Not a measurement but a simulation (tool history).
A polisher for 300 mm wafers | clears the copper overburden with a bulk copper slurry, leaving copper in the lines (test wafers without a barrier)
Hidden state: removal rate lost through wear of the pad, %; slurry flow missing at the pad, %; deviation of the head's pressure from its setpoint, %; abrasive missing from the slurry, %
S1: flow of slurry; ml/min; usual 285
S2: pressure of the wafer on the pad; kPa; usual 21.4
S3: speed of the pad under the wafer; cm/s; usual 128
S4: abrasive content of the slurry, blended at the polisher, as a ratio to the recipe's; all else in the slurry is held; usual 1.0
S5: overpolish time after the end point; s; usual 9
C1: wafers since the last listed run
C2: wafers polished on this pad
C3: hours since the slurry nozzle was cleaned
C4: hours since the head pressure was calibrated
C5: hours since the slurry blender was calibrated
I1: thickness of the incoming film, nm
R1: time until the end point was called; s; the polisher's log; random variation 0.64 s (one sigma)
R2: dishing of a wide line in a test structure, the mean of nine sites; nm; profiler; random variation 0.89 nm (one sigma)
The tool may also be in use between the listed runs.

run 1 hour=0.0 | S1=285 S2=21.4 S3=128 S4=1.0 S5=9 | C1=0 C2=927 C3=452.8 C4=132.9 C5=103.4 | I1=628.1 | R1=47.2 R2=49.7
-- hour=6.5 worn pad replaced by a new one
run 2 hour=34.9 | S1=285 S2=21.4 S3=128 S4=1.0 S5=9 | C1=259 C2=238 C3=487.7 C4=167.8 C5=138.3 | I1=621.5 | R1=46.7 R2=49.6
run 3 hour=68.5 | S1=285 S2=21.4 S3=128 S4=1.0 S5=9 | C1=282 C2=520 C3=521.3 C4=201.4 C5=171.9 | I1=625.5 | R1=47.5 R2=51.2
run 4 hour=87.8 | S1=285 S2=21.4 S3=128 S4=1.0 S5=9 | C1=162 C2=682 C3=540.6 C4=220.7 C5=191.2 | I1=610.7 | R1=46.4 R2=48.9
run 5 hour=100.9 | S1=285 S2=21.4 S3=128 S4=1.0 S5=9 | C1=109 C2=792 C3=553.7 C4=233.8 C5=204.3 | I1=615.1 | R1=47.1 R2=49.9
-- hour=117.6 worn pad replaced by a new one
run 6 hour=118.1 | S1=285 S2=21.4 S3=128 S4=1.0 S5=9 | C1=110 C2=3 C3=570.9 C4=251.0 C5=221.5 | I1=623.0 | R1=47.9 R2=50.5
run 7 hour=152.4 | S1=285 S2=21.4 S3=128 S4=1.0 S5=9 | C1=288 C2=291 C3=605.2 C4=285.3 C5=255.8 | I1=625.4 | R1=48.3 R2=49.5
run 8 hour=182.1 | S1=285 S2=21.4 S3=128 S4=1.0 S5=9 | C1=249 C2=541 C3=634.9 C4=315.0 C5=285.5 | I1=617.9 | R1=49.1 R2=50.1
-- hour=196.6 slurry nozzle cleaned
run 9 hour=206.0 | S1=285 S2=21.4 S3=128 S4=1.0 S5=9 | C1=192 C2=733 C3=9.4 C4=338.9 C5=309.4 | I1=613.5 | R1=47.7 R2=49.1
-- hour=218.7 slurry blender recalibrated
-- hour=228.1 worn pad replaced by a new one
run 10 hour=228.6 | S1=285 S2=21.4 S3=128 S4=1.0 S5=9 | C1=139 C2=3 C3=32.0 C4=361.5 C5=9.9 | I1=619.4 | R1=48.9 R2=50.0
run 11 hour=240.6 | S1=285 S2=27.6 S3=168 S4=1.0 S5=9 | C1=100 C2=104 C3=44.0 C4=373.5 C5=21.9 | I1=616.6 | R1=28.3 R2=63.6
run 12 hour=267.7 | S1=285 S2=16.5 S3=88 S4=1.0 S5=5 | C1=227 C2=332 C3=71.1 C4=400.6 C5=49.0 | I1=618.8 | R1=94.4 R2=20.8
run 13 hour=301.8 | S1=285 S2=14.5 S3=128 S4=1.0 S5=11 | C1=286 C2=618 C3=105.2 C4=434.7 C5=83.1 | I1=628.3 | R1=73.2 R2=42.7
-- hour=308.9 head pressure recalibrated
run 14 hour=336.8 | S1=200 S2=21.4 S3=158 S4=0.8 S5=9 | C1=277 C2=895 C3=140.2 C4=27.9 C5=118.1 | I1=620.5 | R1=47.4 R2=50.9
run 15 hour=352.8 | S1=285 S2=21.4 S3=128 S4=1.0 S5=7 | C1=134 C2=1029 C3=156.2 C4=43.9 C5=134.1 | I1=632.0 | R1=52.5 R2=41.8
-- hour=365.5 worn pad replaced by a new one
run 16 hour=367.9 | S1=285 S2=21.4 S3=128 S4=1.0 S5=9 | C1=93 C2=20 C3=171.3 C4=59.0 C5=149.2 | I1=619.4 | R1=51.7 R2=49.3
run 17 hour=400.1 | S1=285 S2=21.4 S3=98 S4=1.0 S5=9 | C1=270 C2=290 C3=203.5 C4=91.2 C5=181.4 | I1=618.3 | R1=68.0 R2=41.3
-- hour=411.4 head pressure recalibrated, repeated, since the last time left the tool worse
run 18 hour=432.8 | S1=200 S2=16.5 S3=128 S4=1.0 S5=7 | C1=257 C2=548 C3=236.2 C4=21.4 C5=214.1 | I1=628.3 | R1=61.4 R2=36.3
run 19 hour=445.8 | S1=330 S2=16.5 S3=90 S4=1.0 S5=7 | C1=109 C2=657 C3=249.2 C4=34.4 C5=227.1 | I1=633.4 | R1=87.8 R2=29.4

3 ways to go on from here, each from the tool as it stands after run 19. What would each give?
run A hour=446.2 | S1=285 S2=21.4 S3=128 S4=1.0 S5=9 | C1=3 C2=661 C3=249.6 C4=34.8 C5=227.5 | I1=623.5 | R1=? R2=?
run B hour=446.2 | S1=285 S2=18.6 S3=128 S4=1.0 S5=9 | C1=3 C2=661 C3=249.6 C4=34.8 C5=227.5 | I1=623.5 | R1=? R2=?
run C hour=446.2 | S1=285 S2=26.2 S3=114 S4=0.9 S5=7 | C1=3 C2=661 C3=249.6 C4=34.8 C5=227.5 | I1=623.5 | R1=? R2=?

run=A R1=46.1 R2=50.3
run=B R1=53.0 R2=46.3
run=C R1=43.7 R2=46.0
Without the tool's hidden state the same runs would have given:
run=A R1=45.9 R2=50.4
run=B R1=52.7 R2=46.4
run=C R1=43.4 R2=46.2
